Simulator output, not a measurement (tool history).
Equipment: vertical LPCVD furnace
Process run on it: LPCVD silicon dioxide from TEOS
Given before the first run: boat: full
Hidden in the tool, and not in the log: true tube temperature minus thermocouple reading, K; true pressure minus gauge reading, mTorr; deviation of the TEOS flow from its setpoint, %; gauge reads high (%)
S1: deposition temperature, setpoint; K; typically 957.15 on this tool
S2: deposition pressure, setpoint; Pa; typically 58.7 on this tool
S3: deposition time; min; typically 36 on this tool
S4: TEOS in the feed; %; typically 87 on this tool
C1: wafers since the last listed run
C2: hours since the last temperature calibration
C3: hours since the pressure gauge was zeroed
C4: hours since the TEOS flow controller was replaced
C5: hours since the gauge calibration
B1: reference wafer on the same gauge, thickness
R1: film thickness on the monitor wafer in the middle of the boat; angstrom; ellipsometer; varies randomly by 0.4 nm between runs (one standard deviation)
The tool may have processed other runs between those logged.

| run | hour | S1 | S2 | S3 | S4 | C1 | C2 | C3 | C4 | C5 | B1 | R1 |
|---|---|---|---|---|---|---|---|---|---|---|---|---|
| 1 | 0 | 957.15 | 58.7 | 36 | 87 | 0 | 3053.3 | 4342.5 | 4438 | 77 | 274.99 | 2814.4 |
| 2 | 23.8 | 957.15 | 58.7 | 36 | 87 | 208 | 3077.1 | 4366.3 | 4461.8 | 100.8 | 275.06 | 2808.8 |
| 3 | 69.6 | 957.15 | 58.7 | 36 | 87 | 400 | 3122.9 | 4412.1 | 4507.6 | 146.6 | 275.02 | 2815.8 |
| 4 | 95.5 | 957.15 | 69.3 | 36 | 87 | 226 | 3148.8 | 4438 | 4533.5 | 172.5 | 274.92 | 3051.9 |
|  | 106.6 | gauge calibrated |
| 5 | 115.1 | 957.15 | 58.7 | 36 | 87 | 171 | 3168.4 | 4457.6 | 4553.1 | 8.5 | 275.06 | 2813.1 |
|  | 160 | pressure gauge zeroed |
| 6 | 160.5 | 957.15 | 58.7 | 36 | 87 | 187 | 3213.8 | 0.5 | 4598.5 | 53.9 | 275.04 | 2806.7 |
|  | 186.6 | thermocouples replaced and temperature profile calibrated |
| 7 | 187.1 | 957.15 | 62 | 36 | 87 | 22 | 0.5 | 27.1 | 4625.1 | 80.5 | 274.91 | 2738.6 |
| 8 | 192.3 | 957.15 | 58.7 | 36 | 87 | 45 | 5.7 | 32.3 | 4630.3 | 85.7 | 274.99 | 2669.3 |
|  | 233.2 | TEOS flow controller replaced |
| 9 | 233.7 | 957.15 | 44.7 | 36 | 87 | 152 | 47.1 | 73.7 | 0.5 | 127.1 | 275 | 2327.3 |
| 10 | 238.6 | 957.15 | 73.3 | 47.5 | 97 | 42 | 52 | 78.6 | 5.4 | 132 | 274.98 | 4159.2 |
| 11 | 262.2 | 957.15 | 58.7 | 36 | 87 | 206 | 75.6 | 102.2 | 29 | 155.6 | 275.08 | 2668.6 |
| 12 | 274.9 | 953.15 | 72.7 | 23.5 | 70 | 111 | 88.3 | 114.9 | 41.7 | 168.3 | 275.06 | 1582.5 |
|  | 298.3 | gauge calibrated |
| 13 | 306.8 | 945.15 | 68.7 | 29.5 | 97 | 278 | 120.2 | 146.8 | 73.6 | 8.5 | 274.95 | 1867.7 |
| 14 | 334.8 | 961.15 | 54 | 36 | 87 | 244 | 148.2 | 174.8 | 101.6 | 36.5 | 274.96 | 2821.2 |
| 15 | 347.8 | 957.15 | 49.3 | 36 | 74 | 113 | 161.2 | 187.8 | 114.6 | 49.5 | 275.02 | 2257.6 |

Forecast each of these 5 alternatives for the next run:
| A | 352.8 | 957.15 | 58.7 | 41.5 | 87 | 43 | 166.2 | 192.8 | 119.6 | 54.5 | ? | ? |
| B | 352.8 | 954.15 | 48.7 | 44 | 87 | 43 | 166.2 | 192.8 | 119.6 | 54.5 | ? | ? |
| C | 352.8 | 957.15 | 44.7 | 36 | 79 | 43 | 166.2 | 192.8 | 119.6 | 54.5 | ? | ? |
| D | 352.8 | 957.15 | 58.7 | 36 | 97 | 43 | 166.2 | 192.8 | 119.6 | 54.5 | ? | ? |
| E | 352.8 | 957.15 | 46.7 | 36 | 97 | 43 | 166.2 | 192.8 | 119.6 | 54.5 | ? | ? |

| run | B1 | R1 |
|---|---|---|
| A | 274.99 | 3085.6 |
| B | 274.99 | 2771.8 |
| C | 274.99 | 2225.6 |
| D | 274.99 | 2826.4 |
| E | 274.99 | 2520.8 |
What these runs would have given with no unlogged condition in the tool:
| run | R1 |
|---|---|
| A | 3048.2 |
| B | 2738 |
| C | 2198.6 |
| D | 2792 |
| E | 2490.2 |
